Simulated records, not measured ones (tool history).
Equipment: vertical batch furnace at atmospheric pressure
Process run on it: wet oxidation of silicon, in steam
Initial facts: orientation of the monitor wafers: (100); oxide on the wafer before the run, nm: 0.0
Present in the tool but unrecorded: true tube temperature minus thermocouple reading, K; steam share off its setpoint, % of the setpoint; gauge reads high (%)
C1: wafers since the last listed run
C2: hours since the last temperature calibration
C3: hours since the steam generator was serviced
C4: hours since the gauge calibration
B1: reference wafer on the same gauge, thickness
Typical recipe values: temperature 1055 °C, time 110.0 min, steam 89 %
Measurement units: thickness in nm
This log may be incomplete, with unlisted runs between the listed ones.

run 1 hour=0.0 | temperature=1069 time=110.0 steam=89 | C1=0 C2=3208.1 C3=2640.8 C4=326.2 | B1=703.73 | thickness=854.43
run 2 hour=14.8 | temperature=1055 time=110.0 steam=89 | C1=187 C2=3222.9 C3=2655.6 C4=341.0 | B1=704.14 | thickness=805.77
run 3 hour=31.4 | temperature=1055 time=110.0 steam=89 | C1=210 C2=3239.5 C3=2672.2 C4=357.6 | B1=703.76 | thickness=803.68
run 4 hour=44.4 | temperature=1055 time=110.0 steam=89 | C1=165 C2=3252.5 C3=2685.2 C4=370.6 | B1=703.90 | thickness=803.60
run 5 hour=63.9 | temperature=1068 time=110.0 steam=89 | C1=247 C2=3272.0 C3=2704.7 C4=390.1 | B1=704.06 | thickness=854.51
run 6 hour=82.0 | temperature=1068 time=110.0 steam=89 | C1=229 C2=3290.1 C3=2722.8 C4=408.2 | B1=704.03 | thickness=850.73
run 7 hour=90.1 | temperature=1068 time=110.0 steam=89 | C1=102 C2=3298.2 C3=2730.9 C4=416.3 | B1=704.71 | thickness=851.47
-- hour=122.2 thermocouples replaced and temperature profile calibrated
run 8 hour=122.7 | temperature=1055 time=110.0 steam=89 | C1=109 C2=0.5 C3=2763.5 C4=448.9 | B1=703.53 | thickness=803.81
run 9 hour=127.5 | temperature=1055 time=110.0 steam=89 | C1=60 C2=5.3 C3=2768.3 C4=453.7 | B1=704.21 | thickness=802.82
run 10 hour=132.3 | temperature=1055 time=86.0 steam=89 | C1=60 C2=10.1 C3=2773.1 C4=458.5 | B1=703.89 | thickness=694.23
run 11 hour=139.4 | temperature=1055 time=110.0 steam=89 | C1=90 C2=17.2 C3=2780.2 C4=465.6 | B1=704.11 | thickness=802.95
run 12 hour=157.1 | temperature=1055 time=139.5 steam=97 | C1=224 C2=34.9 C3=2797.9 C4=483.3 | B1=703.73 | thickness=966.41
run 13 hour=175.8 | temperature=1055 time=139.5 steam=97 | C1=237 C2=53.6 C3=2816.6 C4=502.0 | B1=703.80 | thickness=964.66
run 14 hour=190.5 | temperature=1055 time=110.0 steam=89 | C1=186 C2=68.3 C3=2831.3 C4=516.7 | B1=704.05 | thickness=799.95
run 15 hour=203.4 | temperature=1055 time=110.0 steam=89 | C1=163 C2=81.2 C3=2844.2 C4=529.6 | B1=704.09 | thickness=801.76
run 16 hour=217.4 | temperature=1055 time=110.0 steam=89 | C1=177 C2=95.2 C3=2858.2 C4=543.6 | B1=704.22 | thickness=798.51
run 17 hour=227.5 | temperature=1055 time=158.5 steam=89 | C1=128 C2=105.3 C3=2868.3 C4=553.7 | B1=703.76 | thickness=987.55
run 18 hour=234.6 | temperature=1055 time=75.5 steam=89 | C1=90 C2=112.4 C3=2875.4 C4=560.8 | B1=704.05 | thickness=642.11

Run 19, settings as shown, results not yet in. Your forecast:
run 19 hour=246.7 | temperature=1055 time=110.0 steam=89 | C1=153 C2=124.5 C3=2887.5 C4=572.9 | B1=? | thickness=?

{"run 19": {"B1": 704.22, "thickness": 800.06}}
Without the tool's hidden state the same run would have given thickness 828.90 nm.
